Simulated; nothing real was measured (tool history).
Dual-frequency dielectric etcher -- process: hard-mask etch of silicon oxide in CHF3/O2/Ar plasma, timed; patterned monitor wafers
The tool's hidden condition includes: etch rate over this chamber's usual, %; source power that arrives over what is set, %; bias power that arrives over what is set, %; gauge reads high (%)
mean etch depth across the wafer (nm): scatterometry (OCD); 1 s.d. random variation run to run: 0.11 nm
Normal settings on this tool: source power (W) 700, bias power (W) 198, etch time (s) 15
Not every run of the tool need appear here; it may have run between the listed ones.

run	hour	source power (W)	bias power (W)	etch time (s)	wafers since the last listed run	hours since the last wet clean	hours since the last source power generator calibration	hours since the last bias power generator calibration	hours since the last upper electrode change	hours since the gauge calibration	read-back reference wafer on the same gauge, depth_nm	mean etch depth across the wafer (nm)
1	0	700	198	15	0	56.8	3706.5	512.4	4739.6	407.6	32.5	33.35
2	40.6	760	198	15	638	97.4	3747.1	553	4780.2	448.2	32.52	35.25
3	110.6	760	198	15	1100	167.4	3817.1	623	4850.2	518.2	32.49	35.24
4	182.9	760	198	15	1136	239.7	3889.4	695.3	4922.5	590.5	32.49	35.85
5	237.6	700	198	15	859	294.4	3944.1	750	4977.2	645.2	32.52	34.25
6	302.4	700	198	15	1018	359.2	4008.9	814.8	5042	710	32.48	34.63
7	336.8	700	198	15	540	393.6	4043.3	849.2	5076.4	744.4	32.5	34.72
8	363.8	700	198	15	424	420.6	4070.3	876.2	5103.4	771.4	32.48	34.79
# hour 444.3: wet clean of the chamber
9	444.8	700	198	15	895	0.5	4151.3	957.2	5184.4	852.4	32.51	33.52
10	480.4	700	198	15	559	36.1	4186.9	992.8	5220	888	32.47	33.75
11	514.1	700	198	15	529	69.8	4220.6	1026.5	5253.7	921.7	32.52	33.64
# hour 531: source power generator calibrated
12	574.1	700	198	15	880	129.8	43.1	1086.5	5313.7	981.7	32.52	34.06
13	643	700	198	13	1082	198.7	112	1155.4	5382.6	1050.6	32.45	29.66
14	714.4	700	198	13	1122	270.1	183.4	1226.8	5454	1122	32.52	29.82
15	773.1	530	198	15	922	328.8	242.1	1285.5	5512.7	1180.7	32.5	30.07
# hour 818.5: upper electrode replaced
16	819	700	198	13.5	344	374.7	288	1331.4	0.5	1226.6	32.54	31.37
17	824.8	700	198	15	91	380.5	293.8	1337.2	6.3	1232.4	32.51	34.72
18	861.8	700	198	17	581	417.5	330.8	1374.2	43.3	1269.4	32.53	39.67
# hour 867.5: gauge calibrated
19	905.5	700	198	11.5	686	461.2	374.5	1417.9	87	38	32.49	26.93
# hour 974.5: wet clean of the chamber
20	975	810	235	15	715	0.5	444	1487.4	156.5	107.5	32.48	38.75
# hour 1024.2: bias power generator calibrated
21	1024.7	560	238	11	718	50.2	493.7	0.5	206.2	157.2	32.47	23.86
22	1081.3	700	239	19	889	106.8	550.3	57.1	262.8	213.8	32.49	45.98
23	1132.2	700	198	15	799	157.7	601.2	108	313.7	264.7	32.52	34.23
24	1185.5	870	233	19	837	211	654.5	161.3	367	318	32.5	51.33
25	1211.1	700	198	15	402	236.6	680.1	186.9	392.6	343.6	32.48	34.49
26	1272.3	790	164	11	961	297.8	741.3	248.1	453.8	404.8	32.5	25.09
27	1324.4	700	198	15	818	349.9	793.4	300.2	505.9	456.9	32.49	34.76
28	1370.8	700	161	14	729	396.3	839.8	346.6	552.3	503.3	32.5	30.4
29	1421	700	239	19	788	446.5	890	396.8	602.5	553.5	32.47	47.72

State the hidden condition of the tool at each of the runs:
source power that arrives over what is set, %: 0 in every run
gauge reads high (%): 0 in every run
H1: etch rate over this chamber's usual, %
H2: bias power that arrives over what is set, %
run	H1	H2
1	0.285	1.11
2	0.661	1.24
3	1.31	1.46
4	1.98	1.69
5	2.49	1.86
6	3.09	2.07
7	3.4	2.18
8	3.65	2.26
9	-0.392	2.52
10	-0.0623	2.63
11	0.25	2.74
12	0.805	2.93
13	1.44	3.15
14	2.1	3.38
15	2.65	3.56
16	3.07	3.71
17	3.13	3.73
18	3.47	3.85
19	3.87	3.98
20	0.57	4.2
21	1.03	0.669
22	1.55	0.848
23	2.03	1.01
24	2.52	1.18
25	2.76	1.26
26	3.32	1.46
27	3.81	1.62
28	4.24	1.77
29	4.7	1.93
